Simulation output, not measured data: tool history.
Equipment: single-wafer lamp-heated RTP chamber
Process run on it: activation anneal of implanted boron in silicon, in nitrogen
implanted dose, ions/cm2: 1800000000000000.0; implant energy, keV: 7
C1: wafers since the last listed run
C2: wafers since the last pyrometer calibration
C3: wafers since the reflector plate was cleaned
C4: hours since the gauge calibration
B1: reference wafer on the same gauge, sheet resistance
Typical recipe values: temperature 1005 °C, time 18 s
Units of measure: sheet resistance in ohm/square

run 1 day=0 | temperature=1005 time=18 | C1=0 C2=5181 C3=9729 C4=3013 | B1=154.99 | sheet_resistance=131.28
run 2 day=1.854 | temperature=1005 time=18 | C1=728 C2=5909 C3=10457 C4=3057.5 | B1=155.06 | sheet_resistance=129.59
run 3 day=4.138 | temperature=1005 time=18 | C1=896 C2=6806 C3=11354 C4=3112.3 | B1=155.05 | sheet_resistance=130.21
run 4 day=5.921 | temperature=1005 time=18 | C1=700 C2=7507 C3=12055 C4=3155.1 | B1=155.13 | sheet_resistance=129.73
run 5 day=9.062 | temperature=1005 time=24 | C1=1234 C2=8741 C3=13289 C4=3230.5 | B1=155 | sheet_resistance=125.61
-- day=10.538 reflector plate cleaned
run 6 day=13.054 | temperature=1005 time=24 | C1=1437 C2=10178 C3=989 C4=3326.3 | B1=155.03 | sheet_resistance=125.72
-- day=14.492 pyrometer window cleaned and pyrometer calibrated
run 7 day=14.846 | temperature=1005 time=24 | C1=572 C2=138 C3=1561 C4=3369.3 | B1=154.97 | sheet_resistance=130.85
run 8 day=18.383 | temperature=998 time=18 | C1=1389 C2=1528 C3=2951 C4=3454.2 | B1=155.18 | sheet_resistance=139.04
-- day=18.808 gauge calibrated
run 9 day=20.338 | temperature=998 time=18 | C1=767 C2=2296 C3=3719 C4=36.7 | B1=155 | sheet_resistance=136.86
run 10 day=23.029 | temperature=1005 time=15 | C1=1057 C2=3353 C3=4776 C4=101.3 | B1=154.96 | sheet_resistance=134.23
run 11 day=26.558 | temperature=1021 time=18 | C1=1386 C2=4739 C3=6163 C4=186 | B1=155 | sheet_resistance=121.1
run 12 day=38.154 | temperature=1021 time=18 | C1=4555 C2=9295 C3=10718 C4=464.3 | B1=154.92 | sheet_resistance=120.03
run 13 day=40.654 | temperature=1021 time=18 | C1=982 C2=10277 C3=11700 C4=524.3 | B1=155 | sheet_resistance=119.17
run 14 day=42.775 | temperature=1028 time=26 | C1=833 C2=11110 C3=12533 C4=575.2 | B1=154.98 | sheet_resistance=109.21
run 15 day=44.642 | temperature=1005 time=18 | C1=733 C2=11843 C3=13266 C4=620 | B1=155.01 | sheet_resistance=129.76
-- day=46.258 pyrometer window cleaned and pyrometer calibrated
-- day=47.021 reflector plate cleaned
run 16 day=47.538 | temperature=1027 time=22 | C1=875 C2=370 C3=203 C4=689.5 | B1=154.98 | sheet_resistance=117.58
run 17 day=49.367 | temperature=1019 time=12 | C1=718 C2=1089 C3=921 C4=733.4 | B1=154.96 | sheet_resistance=130.18
run 18 day=53.508 | temperature=1013 time=22 | C1=1627 C2=2716 C3=2548 C4=832.8 | B1=155.05 | sheet_resistance=124.51
run 19 day=56.412 | temperature=1005 time=18 | C1=1140 C2=3857 C3=3689 C4=902.5 | B1=154.96 | sheet_resistance=131.64
run 20 day=59.75 | temperature=1005 time=18 | C1=1311 C2=5168 C3=5000 C4=982.6 | B1=154.99 | sheet_resistance=131.09
run 21 day=62.775 | temperature=1005 time=18 | C1=1188 C2=6356 C3=6188 C4=1055.2 | B1=155.18 | sheet_resistance=130.94
run 22 day=66.621 | temperature=1033 time=21 | C1=1510 C2=7867 C3=7699 C4=1147.5 | B1=154.82 | sheet_resistance=110.53
run 23 day=68.867 | temperature=1005 time=18 | C1=882 C2=8749 C3=8582 C4=1201.4 | B1=155 | sheet_resistance=130.82
run 24 day=73.038 | temperature=1005 time=18 | C1=1638 C2=10388 C3=10220 C4=1301.5 | B1=155.01 | sheet_resistance=129.97
-- day=75.85 pyrometer window cleaned and pyrometer calibrated
run 25 day=76.683 | temperature=1033 time=13 | C1=1301 C2=327 C3=11521 C4=1389 | B1=154.91 | sheet_resistance=121.02
-- day=78.938 reflector plate cleaned
run 26 day=78.958 | temperature=1005 time=26 | C1=762 C2=1089 C3=7 C4=1443.6 | B1=154.88 | sheet_resistance=128.85
run 27 day=82.221 | temperature=1025 time=23 | C1=1281 C2=2371 C3=1289 C4=1521.9 | B1=155.09 | sheet_resistance=115.89
run 28 day=84.929 | temperature=1005 time=18 | C1=1063 C2=3435 C3=2353 C4=1586.9 | B1=155.01 | sheet_resistance=131.12
run 29 day=89.404 | temperature=1031 time=10 | C1=1757 C2=5193 C3=4111 C4=1694.3 | B1=155.04 | sheet_resistance=122.48
run 30 day=93.283 | temperature=994 time=14 | C1=1523 C2=6717 C3=5634 C4=1787.4 | B1=154.98 | sheet_resistance=140.27
run 31 day=97.317 | temperature=1023 time=18 | C1=1584 C2=8301 C3=7219 C4=1884.2 | B1=155.02 | sheet_resistance=118.38
run 32 day=99.6 | temperature=1016 time=22 | C1=896 C2=9198 C3=8116 C4=1939 | B1=154.93 | sheet_resistance=120.01
run 33 day=101.954 | temperature=1023 time=9 | C1=924 C2=10123 C3=9041 C4=1995.5 | B1=154.95 | sheet_resistance=128.01

Run 34 comes next. What will it give?
-- day=104.138 pyrometer window cleaned and pyrometer calibrated
run 34 day=106.058 | temperature=977 time=24 | C1=1481 C2=754 C3=10522 C4=2094 | B1=? | sheet_resistance=?

{"run 34": {"B1": 154.93, "sheet resistance": 152.78}}
With no hidden state in the tool, this same run would have given sheet resistance 154.93 ohm/square.
